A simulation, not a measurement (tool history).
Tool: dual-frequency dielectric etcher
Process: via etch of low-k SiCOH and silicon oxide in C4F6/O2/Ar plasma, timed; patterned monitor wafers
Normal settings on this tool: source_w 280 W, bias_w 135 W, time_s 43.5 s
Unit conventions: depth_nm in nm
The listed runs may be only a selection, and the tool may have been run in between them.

run,hour,source_w,bias_w,time_s,"read-back reference wafer on the same gauge, depth_nm",depth_nm
1,0.0,280,135,43.5,92.5,79.2
# hour 54.2: wet clean of the chamber
2,54.7,280,135,43.5,92.5,80.1
3,88.9,280,135,43.5,92.4,80.1
4,158.4,310,135,53.5,92.6,102.7
5,208.9,310,135,53.5,92.4,102.3
6,265.6,310,135,53.5,92.5,101.8
7,328.7,280,135,48.5,92.5,87.9
8,387.2,280,147,47.0,92.5,87.8
9,438.0,280,147,47.0,92.5,87.6
# hour 466.6: gauge calibrated
# hour 493.8: upper electrode replaced
# hour 497.9: bias power generator calibrated
10,498.4,250,108,36.0,92.5,57.1

Run 11 has not been measured yet. What should we expect?
# hour 540.1: source power generator calibrated
11,552.2,280,135,43.5,?,?

read-back reference wafer on the same gauge, depth_nm: 92.5
depth_nm: 79.9 nm
Minus the tool's unlogged condition, the same run would have read depth_nm 81.0 nm.
